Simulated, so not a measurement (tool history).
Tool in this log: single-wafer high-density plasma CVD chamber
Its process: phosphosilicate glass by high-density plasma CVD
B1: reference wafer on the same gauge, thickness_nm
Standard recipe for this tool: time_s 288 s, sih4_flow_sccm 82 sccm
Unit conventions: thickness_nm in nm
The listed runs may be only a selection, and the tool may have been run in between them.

run 1 hour=0 | time_s=288 sih4_flow_sccm=82 | B1=2310.764 | thickness_nm=2179.026
run 2 hour=33.5 | time_s=288 sih4_flow_sccm=82 | B1=2307.152 | thickness_nm=2174.055
run 3 hour=48.1 | time_s=325 sih4_flow_sccm=82 | B1=2305.586 | thickness_nm=2471.457
run 4 hour=63.1 | time_s=325 sih4_flow_sccm=82 | B1=2310.328 | thickness_nm=2474.354
run 5 hour=86.2 | time_s=325 sih4_flow_sccm=82 | B1=2309.805 | thickness_nm=2458.645
run 6 hour=115.7 | time_s=288 sih4_flow_sccm=73 | B1=2310.662 | thickness_nm=1948.272
-- hour=125.2 gauge calibrated
run 7 hour=130.1 | time_s=288 sih4_flow_sccm=73 | B1=2309.272 | thickness_nm=1946.101
run 8 hour=154.1 | time_s=288 sih4_flow_sccm=82 | B1=2314.838 | thickness_nm=2172.703
run 9 hour=190.1 | time_s=301 sih4_flow_sccm=82 | B1=2305.998 | thickness_nm=2271.959
run 10 hour=215.4 | time_s=301 sih4_flow_sccm=82 | B1=2309.833 | thickness_nm=2260.332
run 11 hour=241.4 | time_s=288 sih4_flow_sccm=82 | B1=2314.695 | thickness_nm=2165.067
run 12 hour=258.3 | time_s=288 sih4_flow_sccm=82 | B1=2308.354 | thickness_nm=2164.775
-- hour=272.5 silane flow controller replaced
run 13 hour=290.6 | time_s=288 sih4_flow_sccm=82 | B1=2312.121 | thickness_nm=2254.628
run 14 hour=316.7 | time_s=288 sih4_flow_sccm=82 | B1=2311.933 | thickness_nm=2293.73
run 15 hour=346.9 | time_s=288 sih4_flow_sccm=82 | B1=2312.383 | thickness_nm=2270.751
run 16 hour=363.4 | time_s=288 sih4_flow_sccm=82 | B1=2309.23 | thickness_nm=2256.152
run 17 hour=397.8 | time_s=288 sih4_flow_sccm=82 | B1=2313.229 | thickness_nm=2279.917
run 18 hour=420 | time_s=288 sih4_flow_sccm=82 | B1=2309.07 | thickness_nm=2280.576
run 19 hour=455.9 | time_s=288 sih4_flow_sccm=95 | B1=2309.607 | thickness_nm=2599.737
run 20 hour=483.6 | time_s=288 sih4_flow_sccm=82 | B1=2305.133 | thickness_nm=2264.151

Run 21, settings as shown, results not yet in. Your forecast:
run 21 hour=495.9 | time_s=341 sih4_flow_sccm=87 | B1=? | thickness_nm=?

Run 21 produced B1 2303.562, thickness_nm 2809.74 nm.
Had the tool carried no hidden state, the very same run would have given thickness_nm 2842.824 nm.
